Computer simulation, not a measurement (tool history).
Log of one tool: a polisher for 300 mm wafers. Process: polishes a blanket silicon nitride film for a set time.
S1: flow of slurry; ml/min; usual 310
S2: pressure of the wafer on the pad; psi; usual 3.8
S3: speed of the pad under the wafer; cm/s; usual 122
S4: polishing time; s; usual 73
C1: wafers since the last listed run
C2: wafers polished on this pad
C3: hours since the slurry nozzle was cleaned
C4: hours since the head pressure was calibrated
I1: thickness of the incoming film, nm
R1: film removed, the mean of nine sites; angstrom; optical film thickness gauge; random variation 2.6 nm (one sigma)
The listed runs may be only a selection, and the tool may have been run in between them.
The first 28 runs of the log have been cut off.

Run 29, hour 1683.3: usual settings but S1 210 ml/min, S2 4.1 psi, S4 58 s; C1 686; C2 5442; C3 351.4; C4 280.6; I1 959.3. Result: R1 1311 angstrom.
At hour 1727: worn pad replaced by a new one.
Run 30, hour 1753.5: usual settings but S3 92 cm/s; C1 666; C2 267; C3 421.6; C4 350.8; I1 953.8. Result: R1 1340 angstrom.
Run 31, hour 1789.9: usual settings but S4 50 s; C1 366; C2 633; C3 458; C4 387.2; I1 943.1. Result: R1 1133 angstrom.
Run 32, hour 1814.1: usual settings but S4 87 s; C1 243; C2 877; C3 482.2; C4 411.4; I1 934.5. Result: R1 1913 angstrom.
At hour 1858.7: slurry nozzle cleaned.
Run 33, hour 1879.4: usual settings but S1 360 ml/min, S3 136 cm/s, S4 88 s; C1 647; C2 1525; C3 20.7; C4 476.7; I1 940.9. Result: R1 2277 angstrom.
At hour 1913.3: head pressure recalibrated.
Run 34, hour 1915.4: usual settings but S1 345 ml/min, S3 90 cm/s; C1 342; C2 1867; C3 56.7; C4 2.1; I1 941.4. Result: R1 1349 angstrom.
Run 35, hour 1949.4: usual settings; C1 342; C2 2210; C3 90.7; C4 36.1; I1 949.8. Result: R1 1692 angstrom.
Run 36, hour 1990.5: usual settings; C1 413; C2 2624; C3 131.8; C4 77.2; I1 941.6. Result: R1 1695 angstrom.
Run 37, hour 2019: usual settings; C1 287; C2 2911; C3 160.3; C4 105.7; I1 938.9. Result: R1 1649 angstrom.

4 ways to go on from here, each from the tool as it stands after run 37. What would each give?
Run A, hour 2019.5: usual settings; C1 5; C2 2916; C3 160.8; C4 106.2; I1 935.5. Result: R1 ?.
Run B, hour 2019.5: usual settings but S1 370 ml/min, S2 2.7 psi; C1 5; C2 2916; C3 160.8; C4 106.2; I1 935.5. Result: R1 ?.
Run C, hour 2019.5: usual settings but S1 395 ml/min, S2 3 psi, S3 144 cm/s, S4 96 s; C1 5; C2 2916; C3 160.8; C4 106.2; I1 935.5. Result: R1 ?.
Run D, hour 2019.5: usual settings but S2 4.7 psi; C1 5; C2 2916; C3 160.8; C4 106.2; I1 935.5. Result: R1 ?.

run    R1
  A  1701
  B  1426
  C  2275
  D  1943
Had the tool no hidden state, the same runs would have come out as:
run    R1
  A  1720
  B  1440
  C  2296
  D  1965
